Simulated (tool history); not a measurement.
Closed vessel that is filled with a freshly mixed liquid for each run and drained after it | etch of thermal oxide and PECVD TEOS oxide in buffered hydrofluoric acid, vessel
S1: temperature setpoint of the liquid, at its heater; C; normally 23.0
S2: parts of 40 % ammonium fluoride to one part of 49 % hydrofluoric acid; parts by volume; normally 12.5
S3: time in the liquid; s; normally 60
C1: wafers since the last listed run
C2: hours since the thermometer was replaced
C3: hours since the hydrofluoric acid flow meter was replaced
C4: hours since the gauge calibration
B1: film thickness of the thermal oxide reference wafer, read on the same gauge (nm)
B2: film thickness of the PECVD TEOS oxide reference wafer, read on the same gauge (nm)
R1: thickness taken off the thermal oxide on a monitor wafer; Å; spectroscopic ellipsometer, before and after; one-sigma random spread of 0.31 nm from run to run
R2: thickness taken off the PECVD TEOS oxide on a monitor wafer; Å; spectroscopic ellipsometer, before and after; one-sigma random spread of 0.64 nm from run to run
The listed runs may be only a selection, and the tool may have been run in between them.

run 1 hour=0.0 | S1=23.0 S2=12.5 S3=60 | C1=0 C2=39.1 C3=817.9 C4=608.6 | B1=99.94 B2=129.98 | R1=455.8 R2=777.9
-- hour=7.2 gauge calibrated
run 2 hour=11.9 | S1=23.0 S2=12.5 S3=60 | C1=1680 C2=51.0 C3=829.8 C4=4.7 | B1=100.00 B2=130.00 | R1=453.0 R2=769.2
run 3 hour=26.2 | S1=27.0 S2=12.5 S3=60 | C1=2018 C2=65.3 C3=844.1 C4=19.0 | B1=100.05 B2=130.00 | R1=558.8 R2=959.2
run 4 hour=44.0 | S1=23.0 S2=12.5 S3=60 | C1=2513 C2=83.1 C3=861.9 C4=36.8 | B1=99.97 B2=129.99 | R1=442.4 R2=761.6
run 5 hour=54.2 | S1=24.5 S2=15.0 S3=50 | C1=1440 C2=93.3 C3=872.1 C4=47.0 | B1=100.01 B2=129.98 | R1=341.6 R2=577.0
-- hour=64.7 hydrofluoric acid flow meter replaced
run 6 hour=66.6 | S1=23.0 S2=10.0 S3=60 | C1=1609 C2=105.7 C3=1.9 C4=59.4 | B1=100.01 B2=130.00 | R1=623.1 R2=1057.2
run 7 hour=77.9 | S1=23.0 S2=12.5 S3=60 | C1=1595 C2=117.0 C3=13.2 C4=70.7 | B1=100.00 B2=130.01 | R1=502.7 R2=840.7
run 8 hour=91.4 | S1=26.5 S2=14.5 S3=35 | C1=1905 C2=130.5 C3=26.7 C4=84.2 | B1=100.00 B2=129.99 | R1=302.7 R2=521.2
run 9 hour=102.7 | S1=23.0 S2=12.5 S3=60 | C1=1595 C2=141.8 C3=38.0 C4=95.5 | B1=99.98 B2=129.99 | R1=501.2 R2=841.6
run 10 hour=113.2 | S1=18.5 S2=12.5 S3=40 | C1=1482 C2=152.3 C3=48.5 C4=106.0 | B1=100.03 B2=130.01 | R1=258.4 R2=434.7
run 11 hour=126.1 | S1=23.0 S2=16.0 S3=60 | C1=1821 C2=165.2 C3=61.4 C4=118.9 | B1=99.97 B2=129.99 | R1=388.9 R2=655.1
run 12 hour=139.1 | S1=19.5 S2=12.5 S3=60 | C1=1835 C2=178.2 C3=74.4 C4=131.9 | B1=99.98 B2=130.00 | R1=409.9 R2=695.0
run 13 hour=149.1 | S1=28.0 S2=9.0 S3=50 | C1=1411 C2=188.2 C3=84.4 C4=141.9 | B1=99.97 B2=130.00 | R1=715.8 R2=1219.2
run 14 hour=162.6 | S1=23.0 S2=9.0 S3=60 | C1=1905 C2=201.7 C3=97.9 C4=155.4 | B1=100.01 B2=130.00 | R1=663.1 R2=1114.2
run 15 hour=173.6 | S1=23.0 S2=12.5 S3=60 | C1=1553 C2=212.7 C3=108.9 C4=166.4 | B1=99.99 B2=129.97 | R1=492.1 R2=839.4
run 16 hour=181.8 | S1=19.5 S2=14.5 S3=60 | C1=1157 C2=220.9 C3=117.1 C4=174.6 | B1=99.98 B2=129.99 | R1=350.3 R2=586.0
run 17 hour=190.7 | S1=27.5 S2=12.5 S3=60 | C1=1256 C2=229.8 C3=126.0 C4=183.5 | B1=99.99 B2=130.01 | R1=625.8 R2=1062.7
run 18 hour=197.3 | S1=19.0 S2=16.5 S3=95 | C1=931 C2=236.4 C3=132.6 C4=190.1 | B1=100.03 B2=130.02 | R1=471.3 R2=793.1
run 19 hour=205.8 | S1=27.5 S2=16.5 S3=40 | C1=1200 C2=244.9 C3=141.1 C4=198.6 | B1=100.03 B2=130.02 | R1=318.3 R2=533.7
run 20 hour=213.8 | S1=26.5 S2=17.0 S3=60 | C1=1129 C2=252.9 C3=149.1 C4=206.6 | B1=99.98 B2=129.98 | R1=438.1 R2=745.4
run 21 hour=229.5 | S1=27.0 S2=12.5 S3=70 | C1=2216 C2=268.6 C3=164.8 C4=222.3 | B1=100.00 B2=130.02 | R1=706.4 R2=1190.8
run 22 hour=247.3 | S1=26.0 S2=12.5 S3=45 | C1=2513 C2=286.4 C3=182.6 C4=240.1 | B1=99.95 B2=130.00 | R1=428.1 R2=731.9
run 23 hour=255.6 | S1=23.0 S2=12.5 S3=60 | C1=1171 C2=294.7 C3=190.9 C4=248.4 | B1=99.98 B2=130.00 | R1=489.8 R2=828.3
run 24 hour=263.5 | S1=23.0 S2=17.0 S3=85 | C1=1115 C2=302.6 C3=198.8 C4=256.3 | B1=99.98 B2=130.01 | R1=505.3 R2=854.8
run 25 hour=277.3 | S1=24.5 S2=7.5 S3=95 | C1=1948 C2=316.4 C3=212.6 C4=270.1 | B1=100.00 B2=130.01 | R1=1337.4 R2=2272.5

Across each entry between runs, compare the hidden state at the last listed run before it with the hidden state at the first listed run after it:
After run 1, before run 2: gauge calibrated (hour 7.2)
  liquid colder than its thermometer reads (K): 0.144 -> 0.157; hydrofluoric acid flow below the setpoint (%): 10.2 -> 10.4
  what was measured, less what the result would be without the hidden state, R1: -54.9 -> -55.9 Å; R2: -93.6 -> -94.9 Å
After run 5, before run 6: hydrofluoric acid flow meter replaced (hour 64.7)
  liquid colder than its thermometer reads (K): 0.202 -> 0.216; hydrofluoric acid flow below the setpoint (%): 10.9 -> 0.0983
  what was measured, less what the result would be without the hidden state, R1: -45.2 -> -8.2 Å; R2: -76.5 -> -13.9 Å
